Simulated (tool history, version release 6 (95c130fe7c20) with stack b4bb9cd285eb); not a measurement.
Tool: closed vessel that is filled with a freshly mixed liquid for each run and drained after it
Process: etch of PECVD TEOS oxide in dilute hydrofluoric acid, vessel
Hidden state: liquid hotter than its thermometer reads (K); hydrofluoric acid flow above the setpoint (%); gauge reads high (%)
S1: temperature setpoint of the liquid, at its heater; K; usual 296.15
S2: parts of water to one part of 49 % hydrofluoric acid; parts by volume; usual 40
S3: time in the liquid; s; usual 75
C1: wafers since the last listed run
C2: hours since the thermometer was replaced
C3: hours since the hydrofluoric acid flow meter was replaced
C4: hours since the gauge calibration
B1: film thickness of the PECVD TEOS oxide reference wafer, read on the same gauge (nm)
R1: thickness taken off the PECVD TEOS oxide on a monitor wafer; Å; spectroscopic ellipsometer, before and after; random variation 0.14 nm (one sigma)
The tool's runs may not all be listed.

{"run": 1, "hour": 0.0, "S1": 296.15, "S2": 40, "S3": 75, "C1": 0, "C2": 2153.2, "C3": 1109.2, "C4": 188.8, "B1": 140.03, "R1": 254.2}
{"run": 2, "hour": 17.5, "S1": 296.15, "S2": 40, "S3": 75, "C1": 2246, "C2": 2170.7, "C3": 1126.7, "C4": 206.3, "B1": 140.01, "R1": 255.5}
{"run": 3, "hour": 24.5, "S1": 296.15, "S2": 40, "S3": 75, "C1": 898, "C2": 2177.7, "C3": 1133.7, "C4": 213.3, "B1": 139.99, "R1": 256.3}
{"run": 4, "hour": 37.7, "S1": 296.15, "S2": 40, "S3": 75, "C1": 1694, "C2": 2190.9, "C3": 1146.9, "C4": 226.5, "B1": 139.97, "R1": 255.5}
{"hour": 41.9, "done": "gauge calibrated"}
{"run": 5, "hour": 46.3, "S1": 296.15, "S2": 40, "S3": 75, "C1": 1104, "C2": 2199.5, "C3": 1155.5, "C4": 4.4, "B1": 140.03, "R1": 252.0}
{"run": 6, "hour": 54.1, "S1": 296.15, "S2": 40, "S3": 75, "C1": 1001, "C2": 2207.3, "C3": 1163.3, "C4": 12.2, "B1": 140.02, "R1": 255.1}
{"run": 7, "hour": 61.0, "S1": 296.15, "S2": 40, "S3": 75, "C1": 885, "C2": 2214.2, "C3": 1170.2, "C4": 19.1, "B1": 140.01, "R1": 253.7}
{"run": 8, "hour": 78.0, "S1": 295.15, "S2": 40, "S3": 75, "C1": 2182, "C2": 2231.2, "C3": 1187.2, "C4": 36.1, "B1": 139.98, "R1": 246.3}
{"run": 9, "hour": 89.4, "S1": 299.15, "S2": 40, "S3": 75, "C1": 1463, "C2": 2242.6, "C3": 1198.6, "C4": 47.5, "B1": 140.02, "R1": 290.6}
{"run": 10, "hour": 97.1, "S1": 299.15, "S2": 40, "S3": 75, "C1": 988, "C2": 2250.3, "C3": 1206.3, "C4": 55.2, "B1": 139.99, "R1": 287.5}
{"run": 11, "hour": 113.6, "S1": 294.65, "S2": 40, "S3": 75, "C1": 2118, "C2": 2266.8, "C3": 1222.8, "C4": 71.7, "B1": 139.98, "R1": 239.8}
{"run": 12, "hour": 128.2, "S1": 296.15, "S2": 40, "S3": 65, "C1": 1874, "C2": 2281.4, "C3": 1237.4, "C4": 86.3, "B1": 140.0, "R1": 223.4}
{"run": 13, "hour": 136.2, "S1": 296.15, "S2": 40, "S3": 65, "C1": 1027, "C2": 2289.4, "C3": 1245.4, "C4": 94.3, "B1": 140.02, "R1": 223.7}
{"run": 14, "hour": 143.6, "S1": 296.15, "S2": 40, "S3": 75, "C1": 950, "C2": 2296.8, "C3": 1252.8, "C4": 101.7, "B1": 140.0, "R1": 255.9}
{"run": 15, "hour": 156.7, "S1": 296.15, "S2": 40, "S3": 75, "C1": 1681, "C2": 2309.9, "C3": 1265.9, "C4": 114.8, "B1": 140.05, "R1": 256.8}
{"run": 16, "hour": 173.0, "S1": 296.15, "S2": 40, "S3": 75, "C1": 2092, "C2": 2326.2, "C3": 1282.2, "C4": 131.1, "B1": 140.02, "R1": 258.2}
{"run": 17, "hour": 201.5, "S1": 299.15, "S2": 50, "S3": 105, "C1": 3659, "C2": 2354.7, "C3": 1310.7, "C4": 159.6, "B1": 140.0, "R1": 325.7}
{"run": 18, "hour": 216.2, "S1": 296.15, "S2": 40, "S3": 75, "C1": 1887, "C2": 2369.4, "C3": 1325.4, "C4": 174.3, "B1": 140.02, "R1": 258.7}
{"hour": 224.0, "done": "thermometer replaced"}
{"run": 19, "hour": 224.7, "S1": 296.15, "S2": 40, "S3": 35, "C1": 962, "C2": 0.7, "C3": 1333.9, "C4": 182.8, "B1": 140.01, "R1": 119.8}
{"run": 20, "hour": 231.0, "S1": 296.15, "S2": 40, "S3": 75, "C1": 808, "C2": 7.0, "C3": 1340.2, "C4": 189.1, "B1": 140.0, "R1": 257.6}
{"run": 21, "hour": 241.0, "S1": 293.65, "S2": 55, "S3": 75, "C1": 1283, "C2": 17.0, "C3": 1350.2, "C4": 199.1, "B1": 140.01, "R1": 168.4}
{"hour": 248.2, "done": "hydrofluoric acid flow meter replaced"}
{"hour": 249.5, "done": "gauge calibrated"}
{"run": 22, "hour": 253.8, "S1": 296.15, "S2": 40, "S3": 110, "C1": 1515, "C2": 29.8, "C3": 5.6, "C4": 4.3, "B1": 140.0, "R1": 347.8}
{"run": 23, "hour": 267.6, "S1": 296.15, "S2": 40, "S3": 75, "C1": 1771, "C2": 43.6, "C3": 19.4, "C4": 18.1, "B1": 140.0, "R1": 236.9}
{"run": 24, "hour": 274.4, "S1": 296.15, "S2": 40, "S3": 115, "C1": 873, "C2": 50.4, "C3": 26.2, "C4": 24.9, "B1": 139.99, "R1": 361.3}
{"run": 25, "hour": 287.3, "S1": 294.15, "S2": 25, "S3": 90, "C1": 1656, "C2": 63.3, "C3": 39.1, "C4": 37.8, "B1": 140.01, "R1": 425.5}
{"run": 26, "hour": 295.7, "S1": 291.65, "S2": 40, "S3": 100, "C1": 1078, "C2": 71.7, "C3": 47.5, "C4": 46.2, "B1": 139.96, "R1": 258.8}
{"run": 27, "hour": 303.7, "S1": 296.15, "S2": 40, "S3": 75, "C1": 1027, "C2": 79.7, "C3": 55.5, "C4": 54.2, "B1": 139.98, "R1": 238.8}
{"run": 28, "hour": 313.8, "S1": 299.15, "S2": 55, "S3": 75, "C1": 1296, "C2": 89.8, "C3": 65.6, "C4": 64.3, "B1": 140.02, "R1": 192.3}
{"run": 29, "hour": 331.8, "S1": 291.65, "S2": 35, "S3": 55, "C1": 2311, "C2": 107.8, "C3": 83.6, "C4": 82.3, "B1": 139.99, "R1": 165.0}
{"run": 30, "hour": 348.3, "S1": 296.15, "S2": 40, "S3": 75, "C1": 2118, "C2": 124.3, "C3": 100.1, "C4": 98.8, "B1": 139.99, "R1": 239.1}
{"run": 31, "hour": 362.6, "S1": 294.65, "S2": 45, "S3": 75, "C1": 1836, "C2": 138.6, "C3": 114.4, "C4": 113.1, "B1": 139.97, "R1": 199.7}
{"run": 32, "hour": 374.3, "S1": 299.65, "S2": 40, "S3": 75, "C1": 1502, "C2": 150.3, "C3": 126.1, "C4": 124.8, "B1": 140.02, "R1": 275.8}

The tool's hidden state at each run:
liquid hotter than its thermometer reads (K): 0 in every run
gauge reads high (%): 0 in every run
H1: hydrofluoric acid flow above the setpoint (%)
run=1 H1=10.4
run=2 H1=10.5
run=3 H1=10.6
run=4 H1=10.7
run=5 H1=10.8
run=6 H1=10.8
run=7 H1=10.9
run=8 H1=11
run=9 H1=11.1
run=10 H1=11.2
run=11 H1=11.3
run=12 H1=11.4
run=13 H1=11.5
run=14 H1=11.6
run=15 H1=11.7
run=16 H1=11.8
run=17 H1=12.1
run=18 H1=12.2
run=19 H1=12.2
run=20 H1=12.3
run=21 H1=12.4
run=22 H1=3.07
run=23 H1=3.18
run=24 H1=3.24
run=25 H1=3.34
run=26 H1=3.41
run=27 H1=3.48
run=28 H1=3.56
run=29 H1=3.71
run=30 H1=3.85
run=31 H1=3.97
run=32 H1=4.06
